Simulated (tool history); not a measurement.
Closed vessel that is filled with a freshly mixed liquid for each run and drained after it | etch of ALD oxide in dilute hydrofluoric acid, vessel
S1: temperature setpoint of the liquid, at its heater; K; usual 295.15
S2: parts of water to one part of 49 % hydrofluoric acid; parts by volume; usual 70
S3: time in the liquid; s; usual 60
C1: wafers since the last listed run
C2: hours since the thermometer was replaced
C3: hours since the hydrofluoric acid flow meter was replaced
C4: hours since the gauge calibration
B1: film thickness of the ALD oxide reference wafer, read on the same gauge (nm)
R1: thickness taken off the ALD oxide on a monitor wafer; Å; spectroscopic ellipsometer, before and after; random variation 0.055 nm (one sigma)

Run 1, hour 0: usual settings; C1 0; C2 589.4; C3 272.2; C4 400.6; B1 80. Result: R1 91.8 Å.
Run 2, hour 65.7: usual settings; C1 8073; C2 655.1; C3 337.9; C4 466.3; B1 80.03. Result: R1 91.2 Å.
At hour 70.1: thermometer replaced.
Run 3, hour 130: usual settings; C1 7778; C2 59.9; C3 402.2; C4 530.6; B1 80.04. Result: R1 86.9 Å.
Run 4, hour 176.2: usual settings but S3 75 s; C1 5677; C2 106.1; C3 448.4; C4 576.8; B1 80. Result: R1 110.1 Å.
At hour 223.1: hydrofluoric acid flow meter replaced.
Run 5, hour 229.1: usual settings but S1 293.65 K; C1 6377; C2 159; C3 6; C4 629.7; B1 80.03. Result: R1 82.8 Å.
Run 6, hour 335.9: usual settings but S1 293.65 K; C1 13124; C2 265.8; C3 112.8; C4 736.5; B1 79.97. Result: R1 83 Å.
Run 7, hour 418.3: usual settings but S3 50 s; C1 10126; C2 348.2; C3 195.2; C4 818.9; B1 80.06. Result: R1 75.6 Å.
Run 8, hour 475.1: usual settings; C1 6980; C2 405; C3 252; C4 875.7; B1 80. Result: R1 89.8 Å.
Run 9, hour 624: usual settings; C1 18298; C2 553.9; C3 400.9; C4 1024.6; B1 79.98. Result: R1 91.9 Å.
At hour 664.1: hydrofluoric acid flow meter replaced.
Run 10, hour 705.9: usual settings but S1 296.15 K; C1 9941; C2 635.8; C3 41.8; C4 1106.5; B1 79.99. Result: R1 95.4 Å.
Run 11, hour 760.9: usual settings but S2 55 parts by volume; C1 6758; C2 690.8; C3 96.8; C4 1161.5; B1 80. Result: R1 120 Å.
At hour 804.2: thermometer replaced.
Run 12, hour 828.9: usual settings but S1 299.15 K, S2 55 parts by volume, S3 80 s; C1 8233; C2 24.7; C3 164.8; C4 1229.5; B1 80. Result: R1 196.2 Å.
At hour 863.5: gauge calibrated.
Run 13, hour 928.5: usual settings but S2 95 parts by volume, S3 75 s; C1 12239; C2 124.3; C3 264.4; C4 65; B1 80.01. Result: R1 86.4 Å.
Run 14, hour 970.9: usual settings but S2 95 parts by volume, S3 90 s; C1 5210; C2 166.7; C3 306.8; C4 107.4; B1 79.97. Result: R1 104.7 Å.
At hour 1035.9: thermometer replaced, repeated, since the last time left the tool worse.
Run 15, hour 1036.4: usual settings but S1 291.15 K, S2 50 parts by volume, S3 45 s; C1 7926; C2 0.5; C3 372.3; C4 172.9; B1 80.02. Result: R1 78.2 Å.
Run 16, hour 1081.1: usual settings but S3 75 s; C1 5493; C2 45.2; C3 417; C4 217.6; B1 80.02. Result: R1 108.7 Å.
At hour 1222.6: hydrofluoric acid flow meter replaced.
Run 17, hour 1240: usual settings; C1 19404; C2 204.1; C3 17.4; C4 376.5; B1 79.99. Result: R1 87.5 Å.
Run 18, hour 1316: usual settings but S1 299.65 K, S2 90 parts by volume, S3 80 s; C1 9339; C2 280.1; C3 93.4; C4 452.5; B1 80. Result: R1 106.3 Å.
Run 19, hour 1403.5: usual settings but S1 298.15 K, S2 55 parts by volume, S3 90 s; C1 10752; C2 367.6; C3 180.9; C4 540; B1 79.98. Result: R1 194.1 Å.
Run 20, hour 1461.1: usual settings but S1 290.65 K, S2 95 parts by volume, S3 40 s; C1 7078; C2 425.2; C3 238.5; C4 597.6; B1 79.99. Result: R1 35.4 Å.
Run 21, hour 1562: usual settings but S2 80 parts by volume, S3 85 s; C1 12399; C2 526.1; C3 339.4; C4 698.5; B1 79.98. Result: R1 111.7 Å.

How the hidden state differs across the entries between the runs, from the last listed run before each to the first after it:
Between runs 2 and 3: thermometer replaced (hour 70.1)
  liquid hotter than its thermometer reads (K): 1.69 -> 0.371
  measured less the result without the state, R1: +6.1 -> +1.3 Å
Between runs 4 and 5: hydrofluoric acid flow meter replaced (hour 223.1)
  liquid hotter than its thermometer reads (K): 0.472 -> 0.589
  measured less the result without the state, R1: +2.1 -> +2 Å
Between runs 9 and 10: hydrofluoric acid flow meter replaced (hour 664.1)
  liquid hotter than its thermometer reads (K): 1.46 -> 1.64
  measured less the result without the state, R1: +5.4 -> +6.1 Å
Between runs 11 and 12: thermometer replaced (hour 804.2)
  liquid hotter than its thermometer reads (K): 1.76 -> 2.81
  measured less the result without the state, R1: +8.4 -> +20.8 Å
Between runs 12 and 13: gauge calibrated (hour 863.5)
  liquid hotter than its thermometer reads (K): 2.81 -> 3.03
  measured less the result without the state, R1: +20.8 -> +9.8 Å
Between runs 14 and 15: thermometer replaced, repeated, since the last time left the tool worse (hour 1035.9)
  liquid hotter than its thermometer reads (K): 3.13 -> 0.0786
  measured less the result without the state, R1: +12.3 -> +0.3 Å
Between runs 16 and 17: hydrofluoric acid flow meter replaced (hour 1222.6)
  liquid hotter than its thermometer reads (K): 0.177 -> 0.526
  measured less the result without the state, R1: +0.8 -> +1.9 Å
